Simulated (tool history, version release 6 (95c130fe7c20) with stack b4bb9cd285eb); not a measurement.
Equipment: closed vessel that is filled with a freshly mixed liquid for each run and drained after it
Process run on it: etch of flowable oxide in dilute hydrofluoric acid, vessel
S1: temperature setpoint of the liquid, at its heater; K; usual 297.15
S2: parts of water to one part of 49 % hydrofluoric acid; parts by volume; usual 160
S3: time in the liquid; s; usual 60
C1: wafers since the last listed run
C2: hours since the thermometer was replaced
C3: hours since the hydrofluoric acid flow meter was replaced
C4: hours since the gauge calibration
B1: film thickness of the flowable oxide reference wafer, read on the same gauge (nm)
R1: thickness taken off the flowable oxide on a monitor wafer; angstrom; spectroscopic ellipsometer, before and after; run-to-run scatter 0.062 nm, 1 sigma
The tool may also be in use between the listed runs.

run 1 hour=0.0 | S1=297.15 S2=160 S3=60 | C1=0 C2=1756.3 C3=100.8 C4=268.1 | B1=149.97 | R1=137.8
run 2 hour=15.9 | S1=297.15 S2=160 S3=60 | C1=2153 C2=1772.2 C3=116.7 C4=284.0 | B1=150.02 | R1=138.1
run 3 hour=29.6 | S1=297.15 S2=160 S3=60 | C1=1855 C2=1785.9 C3=130.4 C4=297.7 | B1=150.01 | R1=138.5
run 4 hour=49.1 | S1=297.15 S2=160 S3=60 | C1=2641 C2=1805.4 C3=149.9 C4=317.2 | B1=150.01 | R1=138.1
run 5 hour=79.5 | S1=297.15 S2=160 S3=60 | C1=4118 C2=1835.8 C3=180.3 C4=347.6 | B1=150.01 | R1=137.7
run 6 hour=93.7 | S1=297.15 S2=160 S3=60 | C1=1923 C2=1850.0 C3=194.5 C4=361.8 | B1=150.01 | R1=138.4
run 7 hour=111.2 | S1=297.15 S2=160 S3=60 | C1=2370 C2=1867.5 C3=212.0 C4=379.3 | B1=150.04 | R1=137.8
run 8 hour=131.4 | S1=297.15 S2=160 S3=60 | C1=2736 C2=1887.7 C3=232.2 C4=399.5 | B1=149.97 | R1=139.0
run 9 hour=146.8 | S1=297.15 S2=160 S3=60 | C1=2086 C2=1903.1 C3=247.6 C4=414.9 | B1=150.03 | R1=138.4
run 10 hour=180.6 | S1=297.15 S2=160 S3=60 | C1=4578 C2=1936.9 C3=281.4 C4=448.7 | B1=149.97 | R1=138.6
run 11 hour=280.7 | S1=297.15 S2=160 S3=60 | C1=13560 C2=2037.0 C3=381.5 C4=548.8 | B1=150.03 | R1=139.2
-- hour=308.1 gauge calibrated
run 12 hour=314.6 | S1=297.15 S2=160 S3=60 | C1=4592 C2=2070.9 C3=415.4 C4=6.5 | B1=149.96 | R1=140.0
run 13 hour=343.1 | S1=297.15 S2=160 S3=85 | C1=3860 C2=2099.4 C3=443.9 C4=35.0 | B1=149.98 | R1=197.7
-- hour=349.1 thermometer replaced
run 14 hour=355.2 | S1=297.15 S2=160 S3=85 | C1=1503 C2=6.1 C3=456.0 C4=47.1 | B1=149.94 | R1=182.0
run 15 hour=373.6 | S1=295.65 S2=190 S3=90 | C1=2492 C2=24.5 C3=474.4 C4=65.5 | B1=149.99 | R1=148.0
run 16 hour=387.0 | S1=298.65 S2=160 S3=60 | C1=1815 C2=37.9 C3=487.8 C4=78.9 | B1=149.98 | R1=134.9
run 17 hour=413.0 | S1=295.65 S2=160 S3=60 | C1=3522 C2=63.9 C3=513.8 C4=104.9 | B1=149.96 | R1=122.5
run 18 hour=434.5 | S1=300.65 S2=130 S3=40 | C1=2912 C2=85.4 C3=535.3 C4=126.4 | B1=149.99 | R1=124.7
-- hour=479.6 hydrofluoric acid flow meter replaced
run 19 hour=507.1 | S1=295.65 S2=160 S3=45 | C1=9699 C2=158.0 C3=27.5 C4=199.0 | B1=150.01 | R1=92.2
run 20 hour=533.2 | S1=294.65 S2=85 S3=40 | C1=3535 C2=184.1 C3=53.6 C4=225.1 | B1=150.03 | R1=160.8
run 21 hour=545.4 | S1=297.15 S2=160 S3=60 | C1=1652 C2=196.3 C3=65.8 C4=237.3 | B1=150.01 | R1=129.6
run 22 hour=560.7 | S1=299.65 S2=160 S3=50 | C1=2072 C2=211.6 C3=81.1 C4=252.6 | B1=150.02 | R1=119.4
run 23 hour=591.7 | S1=299.65 S2=160 S3=45 | C1=4199 C2=242.6 C3=112.1 C4=283.6 | B1=149.99 | R1=106.3
run 24 hour=619.5 | S1=295.65 S2=130 S3=35 | C1=3765 C2=270.4 C3=139.9 C4=311.4 | B1=150.03 | R1=90.7
run 25 hour=631.8 | S1=297.15 S2=160 S3=80 | C1=1666 C2=282.7 C3=152.2 C4=323.7 | B1=150.00 | R1=174.5
run 26 hour=662.5 | S1=292.15 S2=160 S3=75 | C1=4158 C2=313.4 C3=182.9 C4=354.4 | B1=150.00 | R1=133.6
run 27 hour=681.9 | S1=297.15 S2=160 S3=60 | C1=2628 C2=332.8 C3=202.3 C4=373.8 | B1=149.96 | R1=130.6
run 28 hour=702.0 | S1=302.15 S2=160 S3=60 | C1=2722 C2=352.9 C3=222.4 C4=393.9 | B1=150.00 | R1=156.3
run 29 hour=715.0 | S1=297.15 S2=160 S3=60 | C1=1761 C2=365.9 C3=235.4 C4=406.9 | B1=149.97 | R1=130.9

Selected run-to-run steps in R1, each split into two signed amounts: the part the tool would show with no hidden state at all (from settings, incoming material and random variation), and the remainder, which goes to the hidden state together with any gauge scatter not common to the measured and the hidden-state-free results:
The tool's hidden condition here consists of: liquid hotter than its thermometer reads (K); hydrofluoric acid flow above the setpoint (%); gauge reads high (%).
Run 12 -> 13: S3 60 -> 85. R1 +57.7 angstrom: hidden state +5.0, all else +52.7.
Run 13 -> 14: thermometer replaced. R1 -15.7 angstrom: hidden state -15.6, all else -0.1.
Run 19 -> 20: S1 295.65 -> 294.65, S2 160 -> 85, S3 45 -> 40. R1 +68.6 angstrom: hidden state +1.2, all else +67.4.
Run 24 -> 25: S1 295.65 -> 297.15, S2 130 -> 160, S3 35 -> 80. R1 +83.8 angstrom: hidden state +1.5, all else +82.3.

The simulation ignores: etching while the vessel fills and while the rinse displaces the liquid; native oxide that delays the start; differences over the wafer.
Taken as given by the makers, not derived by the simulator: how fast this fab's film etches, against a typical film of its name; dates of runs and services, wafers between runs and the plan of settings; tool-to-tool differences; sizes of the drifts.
